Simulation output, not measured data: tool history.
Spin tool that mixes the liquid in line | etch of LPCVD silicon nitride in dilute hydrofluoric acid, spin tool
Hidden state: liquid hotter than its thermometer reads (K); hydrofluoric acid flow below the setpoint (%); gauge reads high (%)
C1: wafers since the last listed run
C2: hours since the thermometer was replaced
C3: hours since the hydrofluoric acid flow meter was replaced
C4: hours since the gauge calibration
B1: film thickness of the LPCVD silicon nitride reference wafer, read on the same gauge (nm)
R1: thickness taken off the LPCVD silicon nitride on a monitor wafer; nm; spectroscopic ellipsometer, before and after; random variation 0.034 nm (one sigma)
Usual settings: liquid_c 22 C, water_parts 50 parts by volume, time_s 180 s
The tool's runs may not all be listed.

run 1 hour=0 | liquid_c=22 water_parts=50 time_s=180 | C1=0 C2=203.8 C3=643.1 C4=453.7 | B1=90.017 | R1=1.629
run 2 hour=70.1 | liquid_c=22 water_parts=50 time_s=180 | C1=324 C2=273.9 C3=713.2 C4=523.8 | B1=89.991 | R1=1.558
run 3 hour=121.9 | liquid_c=22 water_parts=50 time_s=180 | C1=239 C2=325.7 C3=765 C4=575.6 | B1=89.991 | R1=1.624
run 4 hour=179.9 | liquid_c=22 water_parts=50 time_s=180 | C1=268 C2=383.7 C3=823 C4=633.6 | B1=89.998 | R1=1.615
run 5 hour=234.5 | liquid_c=22 water_parts=50 time_s=180 | C1=252 C2=438.3 C3=877.6 C4=688.2 | B1=90.01 | R1=1.624
run 6 hour=288 | liquid_c=22 water_parts=50 time_s=180 | C1=247 C2=491.8 C3=931.1 C4=741.7 | B1=89.997 | R1=1.603
run 7 hour=329 | liquid_c=22 water_parts=50 time_s=180 | C1=189 C2=532.8 C3=972.1 C4=782.7 | B1=90.002 | R1=1.585
run 8 hour=378.3 | liquid_c=22 water_parts=50 time_s=180 | C1=228 C2=582.1 C3=1021.4 C4=832 | B1=89.997 | R1=1.632
run 9 hour=405.6 | liquid_c=22 water_parts=50 time_s=180 | C1=126 C2=609.4 C3=1048.7 C4=859.3 | B1=89.998 | R1=1.535
run 10 hour=432.4 | liquid_c=22 water_parts=50 time_s=180 | C1=124 C2=636.2 C3=1075.5 C4=886.1 | B1=89.999 | R1=1.556
run 11 hour=492.7 | liquid_c=22 water_parts=50 time_s=180 | C1=279 C2=696.5 C3=1135.8 C4=946.4 | B1=90.009 | R1=1.58
-- hour=493.9 gauge calibrated
run 12 hour=537.4 | liquid_c=19 water_parts=60 time_s=135 | C1=206 C2=741.2 C3=1180.5 C4=43.5 | B1=90.012 | R1=0.797
-- hour=598.1 thermometer replaced
run 13 hour=615.2 | liquid_c=26 water_parts=50 time_s=180 | C1=355 C2=17.1 C3=1258.3 C4=121.3 | B1=89.982 | R1=1.959
run 14 hour=685.4 | liquid_c=22 water_parts=50 time_s=180 | C1=324 C2=87.3 C3=1328.5 C4=191.5 | B1=89.994 | R1=1.516
run 15 hour=731.1 | liquid_c=26.5 water_parts=40 time_s=130 | C1=211 C2=133 C3=1374.2 C4=237.2 | B1=90.008 | R1=1.914
run 16 hour=799.6 | liquid_c=18.5 water_parts=40 time_s=150 | C1=316 C2=201.5 C3=1442.7 C4=305.7 | B1=89.985 | R1=1.238
-- hour=836.5 hydrofluoric acid flow meter replaced
run 17 hour=840.5 | liquid_c=22 water_parts=35 time_s=180 | C1=184 C2=242.4 C3=4 C4=346.6 | B1=90.006 | R1=2.447
run 18 hour=907.8 | liquid_c=22 water_parts=50 time_s=80 | C1=311 C2=309.7 C3=71.3 C4=413.9 | B1=89.995 | R1=0.765
run 19 hour=943.2 | liquid_c=26.5 water_parts=50 time_s=180 | C1=163 C2=345.1 C3=106.7 C4=449.3 | B1=89.989 | R1=2.375
run 20 hour=986.4 | liquid_c=18 water_parts=50 time_s=180 | C1=199 C2=388.3 C3=149.9 C4=492.5 | B1=89.998 | R1=1.282
run 21 hour=1036.4 | liquid_c=22 water_parts=70 time_s=180 | C1=231 C2=438.3 C3=199.9 C4=542.5 | B1=90.016 | R1=1.203
run 22 hour=1103.2 | liquid_c=22 water_parts=50 time_s=180 | C1=309 C2=505.1 C3=266.7 C4=609.3 | B1=89.994 | R1=1.708
run 23 hour=1151.6 | liquid_c=23.5 water_parts=65 time_s=130 | C1=223 C2=553.5 C3=315.1 C4=657.7 | B1=89.981 | R1=1.057

4 ways to go on from here, each from the tool as it stands after run 23. What would each give?
run A hour=1152.1 | liquid_c=22 water_parts=50 time_s=180 | C1=2 C2=554 C3=315.6 C4=658.2 | B1=? | R1=?
run B hour=1152.1 | liquid_c=25 water_parts=70 time_s=285 | C1=2 C2=554 C3=315.6 C4=658.2 | B1=? | R1=?
run C hour=1152.1 | liquid_c=24 water_parts=70 time_s=125 | C1=2 C2=554 C3=315.6 C4=658.2 | B1=? | R1=?
run D hour=1152.1 | liquid_c=18.5 water_parts=50 time_s=95 | C1=2 C2=554 C3=315.6 C4=658.2 | B1=? | R1=?

run=A B1=90 R1=1.693
run=B B1=90 R1=2.358
run=C B1=90 R1=0.968
run=D B1=90 R1=0.701
Without the tool's hidden state the same runs would have given:
run=A R1=1.747
run=B R1=2.434
run=C R1=0.999
run=D R1=0.723

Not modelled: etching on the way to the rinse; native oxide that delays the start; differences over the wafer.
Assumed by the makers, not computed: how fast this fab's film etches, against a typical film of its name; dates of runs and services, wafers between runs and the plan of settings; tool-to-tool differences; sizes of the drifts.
